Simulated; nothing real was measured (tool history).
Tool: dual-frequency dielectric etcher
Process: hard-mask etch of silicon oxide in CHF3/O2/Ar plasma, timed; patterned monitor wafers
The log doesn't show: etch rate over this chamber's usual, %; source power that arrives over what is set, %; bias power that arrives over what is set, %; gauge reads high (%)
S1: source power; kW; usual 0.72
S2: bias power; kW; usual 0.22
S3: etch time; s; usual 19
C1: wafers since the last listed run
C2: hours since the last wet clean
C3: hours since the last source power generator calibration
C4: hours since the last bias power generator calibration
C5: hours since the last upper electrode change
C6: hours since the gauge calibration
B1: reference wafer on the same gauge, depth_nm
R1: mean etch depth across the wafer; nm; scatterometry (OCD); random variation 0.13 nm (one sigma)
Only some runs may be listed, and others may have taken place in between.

run 1 hour=0 | S1=0.59 S2=0.22 S3=19 | C1=0 C2=341.9 C3=2157.7 C4=3815.4 C5=4658.1 C6=285.5 | B1=51.38 | R1=43.51
run 2 hour=15 | S1=0.81 S2=0.22 S3=15.5 | C1=327 C2=356.9 C3=2172.7 C4=3830.4 C5=4673.1 C6=300.5 | B1=51.4 | R1=41.34
run 3 hour=25.6 | S1=0.81 S2=0.22 S3=15.5 | C1=231 C2=367.5 C3=2183.3 C4=3841 C5=4683.7 C6=311.1 | B1=51.36 | R1=41.14
run 4 hour=53.6 | S1=0.81 S2=0.22 S3=15.5 | C1=610 C2=395.5 C3=2211.3 C4=3869 C5=4711.7 C6=339.1 | B1=51.4 | R1=41.24
run 5 hour=62.6 | S1=0.72 S2=0.22 S3=19 | C1=196 C2=404.5 C3=2220.3 C4=3878 C5=4720.7 C6=348.1 | B1=51.39 | R1=47.8
run 6 hour=72.9 | S1=0.72 S2=0.22 S3=19 | C1=224 C2=414.8 C3=2230.6 C4=3888.3 C5=4731 C6=358.4 | B1=51.39 | R1=47.94
run 7 hour=87.1 | S1=0.72 S2=0.22 S3=19 | C1=309 C2=429 C3=2244.8 C4=3902.5 C5=4745.2 C6=372.6 | B1=51.37 | R1=47.75
run 8 hour=102.5 | S1=0.72 S2=0.22 S3=19 | C1=335 C2=444.4 C3=2260.2 C4=3917.9 C5=4760.6 C6=388 | B1=51.4 | R1=48.23
run 9 hour=110.4 | S1=0.72 S2=0.22 S3=19 | C1=172 C2=452.3 C3=2268.1 C4=3925.8 C5=4768.5 C6=395.9 | B1=51.44 | R1=47.94
run 10 hour=127.5 | S1=0.72 S2=0.22 S3=19 | C1=373 C2=469.4 C3=2285.2 C4=3942.9 C5=4785.6 C6=413 | B1=51.39 | R1=48.15
run 11 hour=133.5 | S1=0.72 S2=0.22 S3=19 | C1=130 C2=475.4 C3=2291.2 C4=3948.9 C5=4791.6 C6=419 | B1=51.4 | R1=47.78
run 12 hour=139.8 | S1=0.72 S2=0.22 S3=19 | C1=137 C2=481.7 C3=2297.5 C4=3955.2 C5=4797.9 C6=425.3 | B1=51.41 | R1=48.3
run 13 hour=152.5 | S1=0.72 S2=0.22 S3=19 | C1=277 C2=494.4 C3=2310.2 C4=3967.9 C5=4810.6 C6=438 | B1=51.41 | R1=48.04
run 14 hour=161 | S1=0.72 S2=0.22 S3=15 | C1=185 C2=502.9 C3=2318.7 C4=3976.4 C5=4819.1 C6=446.5 | B1=51.42 | R1=38.18
-- hour=171.6 gauge calibrated
-- hour=183.8 bias power generator calibrated
-- hour=185.6 source power generator calibrated
-- hour=194.5 upper electrode replaced
-- hour=209.1 wet clean of the chamber
run 15 hour=209.6 | S1=0.72 S2=0.244 S3=19 | C1=420 C2=0.5 C3=24 C4=25.8 C5=15.1 C6=38 | B1=51.39 | R1=48.08
run 16 hour=209.9 | S1=0.72 S2=0.22 S3=15 | C1=6 C2=0.8 C3=24.3 C4=26.1 C5=15.4 C6=38.3 | B1=51.4 | R1=36.53
run 17 hour=210.3 | S1=0.84 S2=0.168 S3=13.5 | C1=8 C2=1.2 C3=24.7 C4=26.5 C5=15.8 C6=38.7 | B1=51.45 | R1=32.59
run 18 hour=212.7 | S1=0.72 S2=0.22 S3=19 | C1=52 C2=3.6 C3=27.1 C4=28.9 C5=18.2 C6=41.1 | B1=51.42 | R1=46.61
run 19 hour=228.7 | S1=0.72 S2=0.22 S3=19 | C1=349 C2=19.6 C3=43.1 C4=44.9 C5=34.2 C6=57.1 | B1=51.39 | R1=46.59
run 20 hour=235.9 | S1=0.72 S2=0.25 S3=15.5 | C1=157 C2=26.8 C3=50.3 C4=52.1 C5=41.4 C6=64.3 | B1=51.41 | R1=39.6
run 21 hour=244.8 | S1=0.64 S2=0.205 S3=19 | C1=194 C2=35.7 C3=59.2 C4=61 C5=50.3 C6=73.2 | B1=51.41 | R1=43.11
run 22 hour=257.5 | S1=0.77 S2=0.256 S3=17.5 | C1=277 C2=48.4 C3=71.9 C4=73.7 C5=63 C6=85.9 | B1=51.36 | R1=46.61
run 23 hour=269.5 | S1=0.72 S2=0.22 S3=22.5 | C1=261 C2=60.4 C3=83.9 C4=85.7 C5=75 C6=97.9 | B1=51.4 | R1=55.44
run 24 hour=281.3 | S1=0.72 S2=0.22 S3=19 | C1=257 C2=72.2 C3=95.7 C4=97.5 C5=86.8 C6=109.7 | B1=51.39 | R1=46.68
run 25 hour=297.9 | S1=0.57 S2=0.167 S3=24 | C1=362 C2=88.8 C3=112.3 C4=114.1 C5=103.4 C6=126.3 | B1=51.41 | R1=48.24
run 26 hour=306.8 | S1=0.83 S2=0.24 S3=23 | C1=194 C2=97.7 C3=121.2 C4=123 C5=112.3 C6=135.2 | B1=51.35 | R1=62.25
run 27 hour=315.6 | S1=0.83 S2=0.249 S3=22.5 | C1=191 C2=106.5 C3=130 C4=131.8 C5=121.1 C6=144 | B1=51.4 | R1=61.9
run 28 hour=330.3 | S1=0.6 S2=0.22 S3=19 | C1=320 C2=121.2 C3=144.7 C4=146.5 C5=135.8 C6=158.7 | B1=51.41 | R1=43.2
run 29 hour=337.9 | S1=0.63 S2=0.22 S3=17.5 | C1=165 C2=128.8 C3=152.3 C4=154.1 C5=143.4 C6=166.3 | B1=51.4 | R1=40.46

For some of the steps in R1 from one run to the next: how much would appear even if the tool had no hidden state, given the settings, what came in and random variation, and how much remains for the hidden state plus any gauge scatter that the measured result and the result without hidden state don't share?
Run 13 -> 14: S3 19 -> 15. R1 -9.86 nm: hidden state -0.27, all else -9.59.
Run 14 -> 15: S2 0.22 -> 0.244, S3 15 -> 19, gauge calibrated, bias power generator calibrated, source power generator calibrated, upper electrode replaced, wet clean of the chamber. R1 +9.9 nm: hidden state -1.32, all else +11.22.
Run 17 -> 18: S1 0.84 -> 0.72, S2 0.168 -> 0.22, S3 13.5 -> 19. R1 +14.02 nm: hidden state -0.03, all else +14.05.
Run 27 -> 28: S1 0.83 -> 0.6, S2 0.249 -> 0.22, S3 22.5 -> 19. R1 -18.7 nm: hidden state -0.02, all else -18.68.

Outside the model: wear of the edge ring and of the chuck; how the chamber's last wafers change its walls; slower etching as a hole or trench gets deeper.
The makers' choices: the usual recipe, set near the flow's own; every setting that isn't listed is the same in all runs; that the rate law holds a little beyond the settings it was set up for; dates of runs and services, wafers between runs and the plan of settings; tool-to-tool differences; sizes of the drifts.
